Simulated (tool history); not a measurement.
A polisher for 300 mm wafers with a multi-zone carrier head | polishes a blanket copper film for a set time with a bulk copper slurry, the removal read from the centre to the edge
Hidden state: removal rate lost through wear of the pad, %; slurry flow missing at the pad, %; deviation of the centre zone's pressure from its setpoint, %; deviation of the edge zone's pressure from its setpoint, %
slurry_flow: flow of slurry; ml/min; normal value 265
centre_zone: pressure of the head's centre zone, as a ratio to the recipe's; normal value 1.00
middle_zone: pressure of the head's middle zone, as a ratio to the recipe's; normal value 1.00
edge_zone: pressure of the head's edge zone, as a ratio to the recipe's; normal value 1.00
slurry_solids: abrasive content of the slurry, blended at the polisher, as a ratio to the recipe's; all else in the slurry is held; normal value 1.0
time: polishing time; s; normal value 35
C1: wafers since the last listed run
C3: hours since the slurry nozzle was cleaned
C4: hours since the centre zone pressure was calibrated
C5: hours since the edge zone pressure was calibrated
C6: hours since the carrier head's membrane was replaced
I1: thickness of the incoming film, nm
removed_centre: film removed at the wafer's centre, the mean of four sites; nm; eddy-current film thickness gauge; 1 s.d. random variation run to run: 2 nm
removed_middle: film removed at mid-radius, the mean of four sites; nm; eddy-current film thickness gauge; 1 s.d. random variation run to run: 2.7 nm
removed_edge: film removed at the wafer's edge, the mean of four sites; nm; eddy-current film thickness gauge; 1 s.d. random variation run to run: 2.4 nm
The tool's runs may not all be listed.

Run 1, hour 0.0: usual settings but slurry_flow 340 ml/min; C1 0; wafers polished on this pad 1664; C3 120.4; C4 834.8; C5 761.5; C6 1294.1; I1 2850.0. Result: removed_centre 266.4 nm, removed_middle 275.1 nm, removed_edge 272.9 nm.
Run 2, hour 18.8: usual settings; C1 271; wafers polished on this pad 1935; C3 139.2; C4 853.6; C5 780.3; C6 1312.9; I1 2887.2. Result: removed_centre 251.8 nm, removed_middle 274.4 nm, removed_edge 267.2 nm.
At hour 39.0: worn pad replaced by a new one.
At hour 81.1: carrier head's membrane replaced by a new one.
Run 3, hour 81.6: usual settings; C1 777; wafers polished on this pad 543; C3 202.0; C4 916.4; C5 843.1; C6 0.5; I1 2870.0. Result: removed_centre 250.4 nm, removed_middle 274.3 nm, removed_edge 264.6 nm.
Run 4, hour 98.7: usual settings; C1 247; wafers polished on this pad 790; C3 219.1; C4 933.5; C5 860.2; C6 17.6; I1 2913.7. Result: removed_centre 249.9 nm, removed_middle 276.5 nm, removed_edge 264.5 nm.
At hour 104.7: slurry nozzle cleaned.
Run 5, hour 111.9: usual settings; C1 176; wafers polished on this pad 967; C3 7.2; C4 946.7; C5 873.4; C6 30.8; I1 2898.5. Result: removed_centre 249.2 nm, removed_middle 277.0 nm, removed_edge 263.6 nm.
Run 6, hour 135.8: usual settings; C1 345; wafers polished on this pad 1312; C3 31.1; C4 970.6; C5 897.3; C6 54.7; I1 2829.7. Result: removed_centre 248.9 nm, removed_middle 275.3 nm, removed_edge 268.6 nm.
Run 7, hour 164.7: usual settings but slurry_flow 185 ml/min; C1 417; wafers polished on this pad 1730; C3 60.0; C4 999.5; C5 926.2; C6 83.6; I1 2842.2. Result: removed_centre 238.7 nm, removed_middle 267.6 nm, removed_edge 260.3 nm.
Run 8, hour 187.5: usual settings but centre_zone 0.96, time 40 s; C1 329; wafers polished on this pad 2060; C3 82.8; C4 1022.3; C5 949.0; C6 106.4; I1 2909.1. Result: removed_centre 266.7 nm, removed_middle 317.1 nm, removed_edge 303.7 nm.
At hour 208.6: worn pad replaced by a new one.
Run 9, hour 209.2: usual settings; C1 255; wafers polished on this pad 8; C3 104.5; C4 1044.0; C5 970.7; C6 128.1; I1 2865.7. Result: removed_centre 244.8 nm, removed_middle 277.6 nm, removed_edge 266.1 nm.
At hour 213.2: centre zone pressure recalibrated.
At hour 217.3: edge zone pressure recalibrated.
Run 10, hour 232.9: usual settings but centre_zone 0.94, middle_zone 0.96; C1 284; wafers polished on this pad 293; C3 128.2; C4 19.7; C5 15.6; C6 151.8; I1 2900.7. Result: removed_centre 254.4 nm, removed_middle 263.5 nm, removed_edge 271.0 nm.
Run 11, hour 264.9: usual settings but slurry_flow 320 ml/min, edge_zone 1.07, slurry_solids 0.8; C1 462; wafers polished on this pad 756; C3 160.2; C4 51.7; C5 47.6; C6 183.8; I1 2857.5. Result: removed_centre 260.8 nm, removed_middle 262.6 nm, removed_edge 262.0 nm.
Run 12, hour 282.5: usual settings but time 41 s; C1 254; wafers polished on this pad 1010; C3 177.8; C4 69.3; C5 65.2; C6 201.4; I1 2865.6. Result: removed_centre 315.2 nm, removed_middle 323.5 nm, removed_edge 314.5 nm.
Run 13, hour 318.1: usual settings but time 40 s; C1 514; wafers polished on this pad 1525; C3 213.4; C4 104.9; C5 100.8; C6 237.0; I1 2860.7. Result: removed_centre 306.5 nm, removed_middle 314.8 nm, removed_edge 305.3 nm.
At hour 332.9: slurry nozzle cleaned.
Run 14, hour 338.2: usual settings but centre_zone 0.90; C1 276; wafers polished on this pad 1801; C3 5.3; C4 125.0; C5 120.9; C6 257.1; I1 2834.2. Result: removed_centre 241.1 nm, removed_middle 275.9 nm, removed_edge 265.0 nm.
At hour 359.9: worn pad replaced by a new one.
Run 15, hour 360.4: usual settings but edge_zone 1.08, slurry_solids 1.3, time 46 s; C1 263; wafers polished on this pad 7; C3 27.5; C4 147.2; C5 143.1; C6 279.3; I1 2914.7. Result: removed_centre 377.1 nm, removed_middle 385.3 nm, removed_edge 386.5 nm.
Run 16, hour 389.0: usual settings but slurry_flow 340 ml/min; C1 413; wafers polished on this pad 420; C3 56.1; C4 175.8; C5 171.7; C6 307.9; I1 2885.4. Result: removed_centre 273.1 nm, removed_middle 283.9 nm, removed_edge 272.0 nm.
Run 17, hour 418.3: usual settings but centre_zone 0.90, middle_zone 1.10; C1 423; wafers polished on this pad 844; C3 85.4; C4 205.1; C5 201.0; C6 337.2; I1 2857.2. Result: removed_centre 238.5 nm, removed_middle 302.1 nm, removed_edge 261.5 nm.
Run 18, hour 443.2: usual settings; C1 359; wafers polished on this pad 1204; C3 110.3; C4 230.0; C5 225.9; C6 362.1; I1 2877.4. Result: removed_centre 264.1 nm, removed_middle 271.3 nm, removed_edge 263.5 nm.
Run 19, hour 474.0: usual settings but edge_zone 0.93; C1 445; wafers polished on this pad 1649; C3 141.1; C4 260.8; C5 256.7; C6 392.9; I1 2887.6. Result: removed_centre 265.4 nm, removed_middle 274.3 nm, removed_edge 257.4 nm.
Run 20, hour 489.9: usual settings but centre_zone 1.09, edge_zone 0.97, slurry_solids 0.9, time 41 s; C1 229; wafers polished on this pad 1879; C3 157.0; C4 276.7; C5 272.6; C6 408.8; I1 2869.6. Result: removed_centre 329.6 nm, removed_middle 321.3 nm, removed_edge 297.9 nm.
At hour 505.8: worn pad replaced by a new one.
Run 21, hour 506.3: usual settings; C1 179; wafers polished on this pad 7; C3 173.4; C4 293.1; C5 289.0; C6 425.2; I1 2919.5. Result: removed_centre 267.8 nm, removed_middle 274.4 nm, removed_edge 264.2 nm.

How would selected steps in removed_centre from run to run divide? Give the signed amount a tool lacking its hidden state would still show from settings, what came in and random variation, and the signed amount left for the hidden state, including any gauge scatter that is not in both of the compared results.
Run 7 -> 8: slurry_flow 185 -> 265, centre_zone 1.00 -> 0.96, time 35 -> 40. removed_centre +28.0 nm: hidden state -4.6, all else +32.6.
Run 9 -> 10: centre_zone 1.00 -> 0.94, middle_zone 1.00 -> 0.96, centre zone pressure recalibrated, edge zone pressure recalibrated. removed_centre +9.6 nm: hidden state +24.7, all else -15.1.
Run 14 -> 15: centre_zone 0.90 -> 1.00, edge_zone 1.00 -> 1.08, slurry_solids 1.0 -> 1.3, time 35 -> 46, worn pad replaced by a new one. removed_centre +136.0 nm: hidden state -2.1, all else +138.1.
Run 15 -> 16: slurry_flow 265 -> 340, edge_zone 1.08 -> 1.00, slurry_solids 1.3 -> 1.0, time 46 -> 35. removed_centre -104.0 nm: hidden state +1.3, all else -105.3.
